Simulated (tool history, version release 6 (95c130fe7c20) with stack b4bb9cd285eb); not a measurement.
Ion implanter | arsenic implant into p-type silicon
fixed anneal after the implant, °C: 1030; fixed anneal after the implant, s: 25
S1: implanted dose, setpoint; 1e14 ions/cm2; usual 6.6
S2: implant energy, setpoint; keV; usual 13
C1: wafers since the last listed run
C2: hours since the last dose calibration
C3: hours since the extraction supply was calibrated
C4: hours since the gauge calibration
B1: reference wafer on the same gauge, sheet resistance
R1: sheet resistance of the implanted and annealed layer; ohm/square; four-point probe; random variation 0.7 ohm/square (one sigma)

run 1 hour=0 | S1=6.6 S2=13 | C1=0 C2=643 C3=4379.3 C4=27.5 | B1=154.96 | R1=159.24
run 2 hour=37.8 | S1=6.6 S2=13 | C1=555 C2=680.8 C3=4417.1 C4=65.3 | B1=154.9 | R1=157.4
run 3 hour=51.2 | S1=6.6 S2=13 | C1=196 C2=694.2 C3=4430.5 C4=78.7 | B1=155.09 | R1=157.7
run 4 hour=59.8 | S1=8.08 S2=13 | C1=126 C2=702.8 C3=4439.1 C4=87.3 | B1=155.04 | R1=137.22
run 5 hour=77.7 | S1=6.6 S2=13 | C1=262 C2=720.7 C3=4457 C4=105.2 | B1=154.86 | R1=158.09
run 6 hour=91.6 | S1=6.6 S2=13 | C1=204 C2=734.6 C3=4470.9 C4=119.1 | B1=154.93 | R1=159.31
run 7 hour=99.6 | S1=6.6 S2=13 | C1=117 C2=742.6 C3=4478.9 C4=127.1 | B1=154.98 | R1=157.67
run 8 hour=106.6 | S1=6.6 S2=13 | C1=102 C2=749.6 C3=4485.9 C4=134.1 | B1=154.96 | R1=156.74
run 9 hour=123.9 | S1=6.6 S2=10 | C1=254 C2=766.9 C3=4503.2 C4=151.4 | B1=155.02 | R1=160.39
run 10 hour=134.7 | S1=6.6 S2=10 | C1=158 C2=777.7 C3=4514 C4=162.2 | B1=154.97 | R1=160.02
run 11 hour=151.2 | S1=5.13 S2=11.5 | C1=242 C2=794.2 C3=4530.5 C4=178.7 | B1=154.92 | R1=190.86
run 12 hour=167 | S1=6.6 S2=13 | C1=232 C2=810 C3=4546.3 C4=194.5 | B1=155.14 | R1=158.07
run 13 hour=182.2 | S1=6.6 S2=13 | C1=223 C2=825.2 C3=4561.5 C4=209.7 | B1=155 | R1=156.88
run 14 hour=234.2 | S1=7.25 S2=13 | C1=763 C2=877.2 C3=4613.5 C4=261.7 | B1=154.91 | R1=146.81
run 15 hour=240.4 | S1=7.25 S2=13 | C1=91 C2=883.4 C3=4619.7 C4=267.9 | B1=154.9 | R1=146.94
run 16 hour=250.2 | S1=7.39 S2=9 | C1=143 C2=893.2 C3=4629.5 C4=277.7 | B1=154.91 | R1=147.93
run 17 hour=256.6 | S1=6.6 S2=13 | C1=93 C2=899.6 C3=4635.9 C4=284.1 | B1=155.01 | R1=157.36
run 18 hour=270.2 | S1=6.6 S2=13 | C1=199 C2=913.2 C3=4649.5 C4=297.7 | B1=155.01 | R1=155.28
-- hour=285 extraction supply calibrated
run 19 hour=287.9 | S1=5.6 S2=13 | C1=142 C2=930.9 C3=2.9 C4=315.4 | B1=154.95 | R1=177.92
run 20 hour=305.8 | S1=5.94 S2=16.5 | C1=262 C2=948.8 C3=20.8 C4=333.3 | B1=154.84 | R1=166.3
run 21 hour=319.9 | S1=7.35 S2=13 | C1=207 C2=962.9 C3=34.9 C4=347.4 | B1=155.02 | R1=145.75
run 22 hour=335.1 | S1=8.49 S2=8.5 | C1=223 C2=978.1 C3=50.1 C4=362.6 | B1=154.98 | R1=134.42
run 23 hour=346.9 | S1=6.6 S2=13 | C1=173 C2=989.9 C3=61.9 C4=374.4 | B1=155.21 | R1=156.28
-- hour=365.1 Faraday cup replaced and dose calibrated
run 24 hour=365.6 | S1=5.62 S2=9 | C1=157 C2=0.5 C3=80.6 C4=393.1 | B1=155.08 | R1=187.77
run 25 hour=373.7 | S1=5.67 S2=14.5 | C1=118 C2=8.6 C3=88.7 C4=401.2 | B1=154.91 | R1=181.39
run 26 hour=387.7 | S1=8.08 S2=14 | C1=205 C2=22.6 C3=102.7 C4=415.2 | B1=155 | R1=140.1
run 27 hour=405.6 | S1=6.6 S2=13 | C1=262 C2=40.5 C3=120.6 C4=433.1 | B1=154.82 | R1=164.25
-- hour=407.8 gauge calibrated
run 28 hour=440.9 | S1=6.6 S2=9.5 | C1=518 C2=75.8 C3=155.9 C4=33.1 | B1=154.98 | R1=165.04
run 29 hour=449.8 | S1=4.78 S2=16.5 | C1=130 C2=84.7 C3=164.8 C4=42 | B1=154.83 | R1=203.28
run 30 hour=458.2 | S1=5.14 S2=14.5 | C1=123 C2=93.1 C3=173.2 C4=50.4 | B1=154.95 | R1=195.13
run 31 hour=469.2 | S1=8.41 S2=15 | C1=161 C2=104.1 C3=184.2 C4=61.4 | B1=154.94 | R1=134.63
run 32 hour=476.7 | S1=4.97 S2=14.5 | C1=110 C2=111.6 C3=191.7 C4=68.9 | B1=154.89 | R1=198.63
run 33 hour=492 | S1=7.53 S2=10.5 | C1=224 C2=126.9 C3=207 C4=84.2 | B1=155.03 | R1=148.38
run 34 hour=503.6 | S1=8.5 S2=15.5 | C1=170 C2=138.5 C3=218.6 C4=95.8 | B1=154.8 | R1=133.6
run 35 hour=515.2 | S1=5.14 S2=11 | C1=170 C2=150.1 C3=230.2 C4=107.4 | B1=155.03 | R1=198.89
run 36 hour=529.2 | S1=7.35 S2=10.5 | C1=205 C2=164.1 C3=244.2 C4=121.4 | B1=154.95 | R1=151.95
run 37 hour=545.2 | S1=5.94 S2=16.5 | C1=234 C2=180.1 C3=260.2 C4=137.4 | B1=155 | R1=172.07
run 38 hour=556.2 | S1=8.3 S2=15.5 | C1=161 C2=191.1 C3=271.2 C4=148.4 | B1=154.98 | R1=135.16

The same runs without the tool's hidden state, with the same run-to-run variation:
The hidden state here: deviation of the true dose from the Faraday cup's reading, %; deviation of the true energy from its setpoint, %; gauge reads high (%).
run=1 R1=163.36
run=2 R1=161.67
run=3 R1=162.04
run=4 R1=140.8
run=5 R1=162.59
run=6 R1=163.91
run=7 R1=162.27
run=8 R1=161.34
run=9 R1=165.18
run=10 R1=164.85
run=11 R1=196.9
run=12 R1=163.03
run=13 R1=161.88
run=14 R1=151.63
run=15 R1=151.79
run=16 R1=152.77
run=17 R1=162.77
run=18 R1=160.69
run=19 R1=184.33
run=20 R1=172.39
run=21 R1=150.91
run=22 R1=138.86
run=23 R1=162.12
run=24 R1=187.12
run=25 R1=180.81
run=26 R1=139.75
run=27 R1=163.91
run=28 R1=164.9
run=29 R1=203.16
run=30 R1=195.08
run=31 R1=134.64
run=32 R1=198.7
run=33 R1=148.51
run=34 R1=133.76
run=35 R1=199.23
run=36 R1=152.27
run=37 R1=172.53
run=38 R1=135.54
